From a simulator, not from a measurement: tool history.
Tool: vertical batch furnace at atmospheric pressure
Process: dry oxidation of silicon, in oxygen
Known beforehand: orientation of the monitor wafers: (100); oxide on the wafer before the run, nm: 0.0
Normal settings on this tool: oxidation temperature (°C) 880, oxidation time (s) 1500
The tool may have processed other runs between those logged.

| run | hour | oxidation temperature (°C) | oxidation time (s) | read-back reference wafer on the same gauge, thickness | oxide thickness on the monitor wafer (Å) |
|---|---|---|---|---|---|
| 1 | 0.0 | 861 | 1950 | 10.09 | 84.3 |
| 2 | 87.3 | 880 | 1500 | 10.09 | 87.8 |
| 3 | 131.8 | 894 | 1230 | 10.09 | 89.2 |
| 4 | 199.8 | 894 | 1230 | 10.09 | 89.8 |
| 5 | 249.5 | 894 | 1230 | 10.09 | 89.6 |
| 6 | 330.3 | 880 | 1500 | 10.09 | 88.1 |
| 7 | 428.0 | 880 | 1500 | 10.09 | 88.1 |
| 8 | 503.4 | 880 | 1500 | 10.08 | 87.9 |
| 9 | 555.1 | 880 | 1500 | 10.09 | 88.0 |
| 10 | 637.8 | 880 | 1500 | 10.09 | 88.4 |
| 11 | 681.3 | 892 | 1500 | 10.10 | 100.9 |
| 12 | 729.6 | 880 | 1500 | 10.09 | 88.4 |
| 13 | 919.6 | 880 | 1500 | 10.10 | 88.7 |
| 14 | 977.5 | 880 | 1500 | 10.08 | 88.8 |
| 15 | 1055.1 | 880 | 1500 | 10.09 | 88.5 |
|  | 1087.9 | thermocouples replaced and temperature profile calibrated |
| 16 | 1113.3 | 880 | 1500 | 10.10 | 87.0 |
| 17 | 1180.1 | 880 | 1020 | 10.09 | 65.8 |
| 18 | 1258.1 | 880 | 1800 | 10.09 | 99.0 |
|  | 1288.2 | gauge calibrated |
| 19 | 1296.4 | 880 | 1500 | 10.09 | 86.6 |
| 20 | 1371.7 | 880 | 1500 | 10.09 | 86.7 |
| 21 | 1421.8 | 857 | 1500 | 10.09 | 66.1 |
| 22 | 1515.8 | 894 | 1230 | 10.09 | 88.7 |
| 23 | 1605.9 | 880 | 1500 | 10.10 | 87.2 |
| 24 | 1656.0 | 880 | 1500 | 10.09 | 87.3 |
| 25 | 1757.4 | 857 | 990 | 10.09 | 49.1 |
| 26 | 1800.4 | 880 | 1950 | 10.10 | 105.3 |
| 27 | 1897.7 | 905 | 1500 | 10.09 | 115.5 |
|  | 1947.0 | boat lift adjusted |
| 28 | 1948.7 | 889 | 1110 | 10.09 | 78.2 |
| 29 | 1988.9 | 898 | 810 | 10.09 | 69.3 |
| 30 | 2080.0 | 891 | 1260 | 10.09 | 88.2 |
| 31 | 2123.1 | 880 | 2010 | 10.08 | 107.3 |
| 32 | 2370.5 | 899 | 2190 | 10.08 | 141.0 |
| 33 | 2447.3 | 880 | 1500 | 10.09 | 88.0 |
| 34 | 2553.5 | 898 | 1500 | 10.09 | 107.5 |
| 35 | 2614.5 | 880 | 1500 | 10.09 | 88.3 |
| 36 | 2679.2 | 880 | 1500 | 10.10 | 87.7 |
| 37 | 2719.5 | 870 | 1800 | 10.09 | 89.2 |
| 38 | 2779.2 | 880 | 1200 | 10.09 | 75.0 |
| 39 | 2850.3 | 880 | 1080 | 10.09 | 69.8 |
| 40 | 2929.2 | 880 | 1500 | 10.09 | 88.4 |

List, for all runs, the conditions of the tool that the log does not record:
monitor wafer colder than the profiled boat position, K: 0 at every run
gauge reads high (%): 0 at every run
H1: true tube temperature minus thermocouple reading, K
| run | H1 |
|---|---|
| 1 | 1.23 |
| 2 | 1.31 |
| 3 | 1.35 |
| 4 | 1.4 |
| 5 | 1.45 |
| 6 | 1.52 |
| 7 | 1.6 |
| 8 | 1.67 |
| 9 | 1.71 |
| 10 | 1.78 |
| 11 | 1.82 |
| 12 | 1.86 |
| 13 | 2.02 |
| 14 | 2.07 |
| 15 | 2.14 |
| 16 | 0.239 |
| 17 | 0.297 |
| 18 | 0.364 |
| 19 | 0.397 |
| 20 | 0.462 |
| 21 | 0.505 |
| 22 | 0.586 |
| 23 | 0.663 |
| 24 | 0.706 |
| 25 | 0.793 |
| 26 | 0.83 |
| 27 | 0.914 |
| 28 | 0.958 |
| 29 | 0.993 |
| 30 | 1.07 |
| 31 | 1.11 |
| 32 | 1.32 |
| 33 | 1.39 |
| 34 | 1.48 |
| 35 | 1.53 |
| 36 | 1.59 |
| 37 | 1.62 |
| 38 | 1.67 |
| 39 | 1.73 |
| 40 | 1.8 |
